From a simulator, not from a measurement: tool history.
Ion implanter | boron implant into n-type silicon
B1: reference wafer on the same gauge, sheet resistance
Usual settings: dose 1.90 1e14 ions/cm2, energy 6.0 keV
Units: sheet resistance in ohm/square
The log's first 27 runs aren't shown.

-- hour=810.7 extraction supply calibrated
run 28 hour=816.6 | dose=1.69 energy=7.0 | B1=693.91 | sheet_resistance=641.51
run 29 hour=851.3 | dose=1.90 energy=6.5 | B1=693.93 | sheet_resistance=588.59
run 30 hour=875.1 | dose=1.90 energy=6.0 | B1=694.38 | sheet_resistance=593.06
run 31 hour=893.2 | dose=1.47 energy=6.0 | B1=693.86 | sheet_resistance=732.11
run 32 hour=926.9 | dose=2.23 energy=7.5 | B1=693.71 | sheet_resistance=504.59
run 33 hour=943.1 | dose=2.42 energy=8.0 | B1=694.35 | sheet_resistance=471.27
run 34 hour=971.7 | dose=1.65 energy=5.5 | B1=694.01 | sheet_resistance=669.71
run 35 hour=992.9 | dose=2.15 energy=6.0 | B1=694.35 | sheet_resistance=536.13
run 36 hour=1023.9 | dose=1.41 energy=6.0 | B1=693.83 | sheet_resistance=757.43
-- hour=1038.3 gauge calibrated
run 37 hour=1128.0 | dose=1.90 energy=6.0 | B1=693.85 | sheet_resistance=592.06
run 38 hour=1140.0 | dose=2.33 energy=8.0 | B1=694.35 | sheet_resistance=485.47

Forecast each of these 3 alternatives for the next run:
run A hour=1140.4 | dose=1.90 energy=4.0 | B1=? | sheet_resistance=?
run B hour=1140.4 | dose=2.10 energy=6.0 | B1=? | sheet_resistance=?
run C hour=1140.4 | dose=1.57 energy=6.5 | B1=? | sheet_resistance=?

run=A B1=694.03 sheet_resistance=621.46
run=B B1=694.03 sheet_resistance=546.31
run=C B1=694.03 sheet_resistance=688.76
Without the tool's hidden state the same runs would have given:
run=A sheet_resistance=614.38
run=B sheet_resistance=540.19
run=C sheet_resistance=681.14
